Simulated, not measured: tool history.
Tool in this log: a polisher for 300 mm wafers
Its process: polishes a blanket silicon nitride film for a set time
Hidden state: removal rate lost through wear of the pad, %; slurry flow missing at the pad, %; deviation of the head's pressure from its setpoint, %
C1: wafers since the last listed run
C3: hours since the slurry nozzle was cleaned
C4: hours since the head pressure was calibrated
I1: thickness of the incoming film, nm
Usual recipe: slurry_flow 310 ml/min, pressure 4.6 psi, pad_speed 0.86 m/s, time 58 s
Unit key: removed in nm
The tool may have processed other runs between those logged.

run 1 hour=0.0 | slurry_flow=310 pressure=4.6 pad_speed=1.02 time=58 | C1=0 wafers_polished_on_this_pad=4378 C3=672.0 C4=248.3 | I1=662.7 | removed=114.4
-- hour=22.5 slurry nozzle cleaned
run 2 hour=95.1 | slurry_flow=310 pressure=4.6 pad_speed=1.02 time=58 | C1=973 wafers_polished_on_this_pad=5351 C3=72.6 C4=343.4 | I1=666.8 | removed=113.7
run 3 hour=285.3 | slurry_flow=310 pressure=4.6 pad_speed=1.02 time=58 | C1=1967 wafers_polished_on_this_pad=7319 C3=262.8 C4=533.6 | I1=657.3 | removed=114.4
run 4 hour=350.4 | slurry_flow=310 pressure=4.6 pad_speed=0.86 time=58 | C1=673 wafers_polished_on_this_pad=7992 C3=327.9 C4=598.7 | I1=654.9 | removed=104.3
-- hour=400.7 worn pad replaced by a new one
run 5 hour=416.8 | slurry_flow=310 pressure=4.6 pad_speed=0.86 time=58 | C1=645 wafers_polished_on_this_pad=167 C3=394.3 C4=665.1 | I1=665.8 | removed=103.7
run 6 hour=500.4 | slurry_flow=310 pressure=4.6 pad_speed=0.86 time=58 | C1=864 wafers_polished_on_this_pad=1031 C3=477.9 C4=748.7 | I1=666.8 | removed=103.8
run 7 hour=541.1 | slurry_flow=310 pressure=4.6 pad_speed=0.86 time=58 | C1=421 wafers_polished_on_this_pad=1452 C3=518.6 C4=789.4 | I1=657.2 | removed=101.8
-- hour=564.7 head pressure recalibrated
run 8 hour=618.7 | slurry_flow=310 pressure=4.6 pad_speed=0.86 time=58 | C1=782 wafers_polished_on_this_pad=2234 C3=596.2 C4=54.0 | I1=651.2 | removed=102.5
run 9 hour=692.1 | slurry_flow=310 pressure=4.6 pad_speed=0.86 time=58 | C1=759 wafers_polished_on_this_pad=2994 C3=669.6 C4=127.4 | I1=663.4 | removed=103.1
run 10 hour=827.8 | slurry_flow=310 pressure=4.6 pad_speed=0.86 time=58 | C1=1403 wafers_polished_on_this_pad=4398 C3=805.3 C4=263.1 | I1=655.1 | removed=103.5
-- hour=905.9 slurry nozzle cleaned
run 11 hour=1127.1 | slurry_flow=310 pressure=4.6 pad_speed=0.86 time=58 | C1=3085 wafers_polished_on_this_pad=7483 C3=221.2 C4=562.4 | I1=664.2 | removed=101.8
run 12 hour=1168.2 | slurry_flow=310 pressure=4.6 pad_speed=0.86 time=58 | C1=425 wafers_polished_on_this_pad=7909 C3=262.3 C4=603.5 | I1=646.7 | removed=102.8
-- hour=1206.3 worn pad replaced by a new one
run 13 hour=1224.4 | slurry_flow=310 pressure=4.6 pad_speed=1.00 time=58 | C1=539 wafers_polished_on_this_pad=187 C3=318.5 C4=659.7 | I1=655.6 | removed=112.0
run 14 hour=1285.0 | slurry_flow=310 pressure=4.6 pad_speed=0.86 time=58 | C1=626 wafers_polished_on_this_pad=814 C3=379.1 C4=720.3 | I1=659.6 | removed=103.2
-- hour=1357.2 head pressure recalibrated
run 15 hour=1377.0 | slurry_flow=360 pressure=6.1 pad_speed=1.08 time=77 | C1=931 wafers_polished_on_this_pad=1745 C3=471.1 C4=19.8 | I1=656.2 | removed=211.5
run 16 hour=1470.5 | slurry_flow=310 pressure=3.2 pad_speed=0.86 time=45 | C1=967 wafers_polished_on_this_pad=2712 C3=564.6 C4=113.3 | I1=661.0 | removed=55.3
run 17 hour=1538.1 | slurry_flow=345 pressure=3.5 pad_speed=0.86 time=42 | C1=699 wafers_polished_on_this_pad=3412 C3=632.2 C4=180.9 | I1=671.5 | removed=56.6
run 18 hour=1617.9 | slurry_flow=410 pressure=4.6 pad_speed=1.02 time=58 | C1=825 wafers_polished_on_this_pad=4237 C3=712.0 C4=260.7 | I1=664.8 | removed=115.4
run 19 hour=1655.1 | slurry_flow=405 pressure=5.9 pad_speed=1.14 time=76 | C1=384 wafers_polished_on_this_pad=4622 C3=749.2 C4=297.9 | I1=658.9 | removed=204.8
-- hour=1667.3 slurry nozzle cleaned
run 20 hour=1711.1 | slurry_flow=310 pressure=4.6 pad_speed=0.86 time=58 | C1=568 wafers_polished_on_this_pad=5191 C3=43.8 C4=353.9 | I1=658.0 | removed=102.7
run 21 hour=1796.1 | slurry_flow=310 pressure=4.6 pad_speed=0.86 time=58 | C1=879 wafers_polished_on_this_pad=6070 C3=128.8 C4=438.9 | I1=658.8 | removed=103.8
run 22 hour=1846.4 | slurry_flow=375 pressure=3.7 pad_speed=0.68 time=58 | C1=520 wafers_polished_on_this_pad=6591 C3=179.1 C4=489.2 | I1=666.5 | removed=74.9
run 23 hour=1891.8 | slurry_flow=415 pressure=4.6 pad_speed=1.08 time=58 | C1=469 wafers_polished_on_this_pad=7060 C3=224.5 C4=534.6 | I1=651.2 | removed=119.0
-- hour=1931.6 worn pad replaced by a new one
run 24 hour=1982.3 | slurry_flow=420 pressure=3.1 pad_speed=0.86 time=71 | C1=894 wafers_polished_on_this_pad=524 C3=315.0 C4=625.1 | I1=649.2 | removed=85.7
run 25 hour=2075.9 | slurry_flow=310 pressure=4.6 pad_speed=0.86 time=58 | C1=968 wafers_polished_on_this_pad=1492 C3=408.6 C4=718.7 | I1=658.1 | removed=103.9
-- hour=2117.8 head pressure recalibrated
run 26 hour=2140.1 | slurry_flow=310 pressure=4.6 pad_speed=0.86 time=58 | C1=643 wafers_polished_on_this_pad=2136 C3=472.8 C4=22.3 | I1=647.6 | removed=105.1
run 27 hour=2243.1 | slurry_flow=310 pressure=4.6 pad_speed=0.66 time=76 | C1=1065 wafers_polished_on_this_pad=3201 C3=575.8 C4=125.3 | I1=653.7 | removed=118.3
run 28 hour=2324.6 | slurry_flow=250 pressure=4.6 pad_speed=0.86 time=66 | C1=843 wafers_polished_on_this_pad=4044 C3=657.3 C4=206.8 | I1=670.3 | removed=115.7
run 29 hour=2402.1 | slurry_flow=310 pressure=4.6 pad_speed=1.02 time=58 | C1=801 wafers_polished_on_this_pad=4846 C3=734.8 C4=284.3 | I1=652.1 | removed=113.2
-- hour=2457.8 slurry nozzle cleaned
run 30 hour=2487.2 | slurry_flow=310 pressure=6.2 pad_speed=0.86 time=74 | C1=869 wafers_polished_on_this_pad=5716 C3=29.4 C4=369.4 | I1=665.5 | removed=180.6
run 31 hour=2535.6 | slurry_flow=310 pressure=4.2 pad_speed=0.86 time=44 | C1=500 wafers_polished_on_this_pad=6217 C3=77.8 C4=417.8 | I1=666.9 | removed=71.6
run 32 hour=2618.2 | slurry_flow=310 pressure=3.5 pad_speed=0.58 time=58 | C1=854 wafers_polished_on_this_pad=7071 C3=160.4 C4=500.4 | I1=654.7 | removed=64.0
run 33 hour=2698.8 | slurry_flow=240 pressure=5.5 pad_speed=0.66 time=67 | C1=833 wafers_polished_on_this_pad=7905 C3=241.0 C4=581.0 | I1=657.3 | removed=122.1
run 34 hour=2763.6 | slurry_flow=240 pressure=3.8 pad_speed=0.86 time=75 | C1=670 wafers_polished_on_this_pad=8575 C3=305.8 C4=645.8 | I1=664.5 | removed=108.0
-- hour=2799.6 worn pad replaced by a new one
run 35 hour=2803.6 | slurry_flow=265 pressure=4.6 pad_speed=0.98 time=42 | C1=372 wafers_polished_on_this_pad=41 C3=345.8 C4=685.8 | I1=668.6 | removed=78.1
run 36 hour=2906.5 | slurry_flow=310 pressure=4.6 pad_speed=0.86 time=58 | C1=1064 wafers_polished_on_this_pad=1106 C3=448.7 C4=788.7 | I1=666.1 | removed=102.8
-- hour=2910.3 head pressure recalibrated
run 37 hour=2989.0 | slurry_flow=230 pressure=4.6 pad_speed=0.86 time=58 | C1=832 wafers_polished_on_this_pad=1938 C3=531.2 C4=78.7 | I1=652.7 | removed=98.2

4 options for the next run, each taken on its own from the tool as it stands now. Forecast them:
run A hour=2989.4 | slurry_flow=310 pressure=4.6 pad_speed=0.86 time=58 | C1=4 wafers_polished_on_this_pad=1942 C3=531.6 C4=79.1 | I1=651.8 | removed=?
run B hour=2989.4 | slurry_flow=365 pressure=5.3 pad_speed=0.70 time=58 | C1=4 wafers_polished_on_this_pad=1942 C3=531.6 C4=79.1 | I1=651.8 | removed=?
run C hour=2989.4 | slurry_flow=310 pressure=5.2 pad_speed=0.86 time=66 | C1=4 wafers_polished_on_this_pad=1942 C3=531.6 C4=79.1 | I1=651.8 | removed=?
run D hour=2989.4 | slurry_flow=250 pressure=6.2 pad_speed=0.78 time=40 | C1=4 wafers_polished_on_this_pad=1942 C3=531.6 C4=79.1 | I1=651.8 | removed=?

run=A removed=103.8
run=B removed=109.0
run=C removed=133.5
run=D removed=89.5
Stripped of hidden state, with their random variation kept, the same runs would have yielded:
run=A removed=103.8
run=B removed=109.0
run=C removed=133.5
run=D removed=89.5
